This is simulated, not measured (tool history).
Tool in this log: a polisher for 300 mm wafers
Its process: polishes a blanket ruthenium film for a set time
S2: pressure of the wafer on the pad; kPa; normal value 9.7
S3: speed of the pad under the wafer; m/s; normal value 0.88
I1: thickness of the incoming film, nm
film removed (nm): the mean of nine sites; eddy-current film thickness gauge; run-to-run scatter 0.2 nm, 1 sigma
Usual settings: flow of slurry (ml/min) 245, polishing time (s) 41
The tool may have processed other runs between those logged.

{"run": 1, "day": 0.0, "flow of slurry (ml/min)": 245, "S2": 9.7, "S3": 0.88, "polishing time (s)": 41, "I1": 343.4, "film removed (nm)": 24.1}
{"run": 2, "day": 2.425, "flow of slurry (ml/min)": 245, "S2": 9.7, "S3": 0.88, "polishing time (s)": 41, "I1": 347.2, "film removed (nm)": 23.9}
{"run": 3, "day": 5.725, "flow of slurry (ml/min)": 245, "S2": 9.7, "S3": 0.88, "polishing time (s)": 41, "I1": 347.5, "film removed (nm)": 22.9}
{"run": 4, "day": 9.312, "flow of slurry (ml/min)": 245, "S2": 9.7, "S3": 0.72, "polishing time (s)": 47, "I1": 341.5, "film removed (nm)": 21.3}
{"day": 10.488, "done": "head pressure recalibrated"}
{"run": 5, "day": 13.267, "flow of slurry (ml/min)": 245, "S2": 9.7, "S3": 0.72, "polishing time (s)": 47, "I1": 338.9, "film removed (nm)": 20}
{"day": 13.85, "done": "worn pad replaced by a new one"}
{"run": 6, "day": 16.108, "flow of slurry (ml/min)": 245, "S2": 9.7, "S3": 0.72, "polishing time (s)": 47, "I1": 340.9, "film removed (nm)": 21.9}
{"day": 20.183, "done": "slurry nozzle cleaned"}
{"day": 27.538, "done": "worn pad replaced by a new one"}
{"run": 7, "day": 27.588, "flow of slurry (ml/min)": 245, "S2": 9.7, "S3": 0.88, "polishing time (s)": 41, "I1": 338.8, "film removed (nm)": 23.8}
{"day": 27.775, "done": "head pressure recalibrated"}
{"run": 8, "day": 29.679, "flow of slurry (ml/min)": 245, "S2": 9.7, "S3": 0.88, "polishing time (s)": 41, "I1": 337.3, "film removed (nm)": 23.8}
{"run": 9, "day": 33.542, "flow of slurry (ml/min)": 245, "S2": 9.7, "S3": 0.88, "polishing time (s)": 41, "I1": 339, "film removed (nm)": 22.9}
{"run": 10, "day": 35.2, "flow of slurry (ml/min)": 245, "S2": 9.7, "S3": 0.88, "polishing time (s)": 41, "I1": 339.4, "film removed (nm)": 22.9}
{"run": 11, "day": 38.279, "flow of slurry (ml/min)": 245, "S2": 9.7, "S3": 0.88, "polishing time (s)": 41, "I1": 338.3, "film removed (nm)": 22.3}
{"run": 12, "day": 40.433, "flow of slurry (ml/min)": 245, "S2": 9.7, "S3": 0.64, "polishing time (s)": 41, "I1": 339.8, "film removed (nm)": 15.8}
{"run": 13, "day": 42.646, "flow of slurry (ml/min)": 245, "S2": 9.7, "S3": 0.88, "polishing time (s)": 41, "I1": 341.5, "film removed (nm)": 20.9}
{"day": 42.954, "done": "worn pad replaced by a new one"}
{"run": 14, "day": 44.562, "flow of slurry (ml/min)": 245, "S2": 9.7, "S3": 0.88, "polishing time (s)": 53, "I1": 339.8, "film removed (nm)": 29.7}
{"run": 15, "day": 46.588, "flow of slurry (ml/min)": 245, "S2": 9.7, "S3": 1.06, "polishing time (s)": 41, "I1": 336, "film removed (nm)": 28}
{"day": 46.821, "done": "head pressure recalibrated"}
{"day": 47.221, "done": "slurry nozzle cleaned"}
{"run": 16, "day": 49.396, "flow of slurry (ml/min)": 305, "S2": 9.7, "S3": 0.76, "polishing time (s)": 34, "I1": 341.2, "film removed (nm)": 17.1}
{"run": 17, "day": 51.271, "flow of slurry (ml/min)": 245, "S2": 11.7, "S3": 0.88, "polishing time (s)": 30, "I1": 340, "film removed (nm)": 20}
{"run": 18, "day": 53.083, "flow of slurry (ml/min)": 315, "S2": 9.7, "S3": 0.88, "polishing time (s)": 41, "I1": 342.9, "film removed (nm)": 23.2}
{"run": 19, "day": 55.925, "flow of slurry (ml/min)": 300, "S2": 13.1, "S3": 0.88, "polishing time (s)": 31, "I1": 343.1, "film removed (nm)": 22.6}
{"day": 56.642, "done": "worn pad replaced by a new one"}
{"run": 20, "day": 59.046, "flow of slurry (ml/min)": 215, "S2": 6.9, "S3": 0.88, "polishing time (s)": 41, "I1": 338.1, "film removed (nm)": 16.3}
{"run": 21, "day": 61.988, "flow of slurry (ml/min)": 245, "S2": 9.7, "S3": 0.88, "polishing time (s)": 50, "I1": 340.2, "film removed (nm)": 28.3}
{"run": 22, "day": 63.921, "flow of slurry (ml/min)": 305, "S2": 6.9, "S3": 1.14, "polishing time (s)": 36, "I1": 341.1, "film removed (nm)": 18.7}
{"day": 67.862, "done": "head pressure recalibrated"}
{"run": 23, "day": 68.083, "flow of slurry (ml/min)": 270, "S2": 9.7, "S3": 0.88, "polishing time (s)": 30, "I1": 346.8, "film removed (nm)": 16.1}
{"day": 70.929, "done": "slurry nozzle cleaned"}
{"run": 24, "day": 71.408, "flow of slurry (ml/min)": 245, "S2": 9.7, "S3": 0.88, "polishing time (s)": 41, "I1": 332.7, "film removed (nm)": 21.7}

Each row is a separate what-if for the run after 24, all from the same tool condition, not one after another. Results?
{"run": "A", "day": 71.425, "flow of slurry (ml/min)": 245, "S2": 9.7, "S3": 0.88, "polishing time (s)": 45, "I1": 335.2, "film removed (nm)": "?"}
{"run": "B", "day": 71.425, "flow of slurry (ml/min)": 245, "S2": 9.7, "S3": 0.76, "polishing time (s)": 41, "I1": 335.2, "film removed (nm)": "?"}
{"run": "C", "day": 71.425, "flow of slurry (ml/min)": 245, "S2": 8.3, "S3": 0.88, "polishing time (s)": 41, "I1": 335.2, "film removed (nm)": "?"}
{"run": "D", "day": 71.425, "flow of slurry (ml/min)": 245, "S2": 9.7, "S3": 0.88, "polishing time (s)": 34, "I1": 335.2, "film removed (nm)": "?"}
{"run": "E", "day": 71.425, "flow of slurry (ml/min)": 275, "S2": 11.7, "S3": 0.72, "polishing time (s)": 41, "I1": 335.2, "film removed (nm)": "?"}

run=A film_removed_(nm)=23.7
run=B film_removed_(nm)=18.6
run=C film_removed_(nm)=18.5
run=D film_removed_(nm)=17.9
run=E film_removed_(nm)=21.6
Take away the tool's hidden state, keep each run's random variation, and the runs would have read:
run=A film_removed_(nm)=26.3
run=B film_removed_(nm)=20.7
run=C film_removed_(nm)=20.6
run=D film_removed_(nm)=19.9
run=E film_removed_(nm)=24
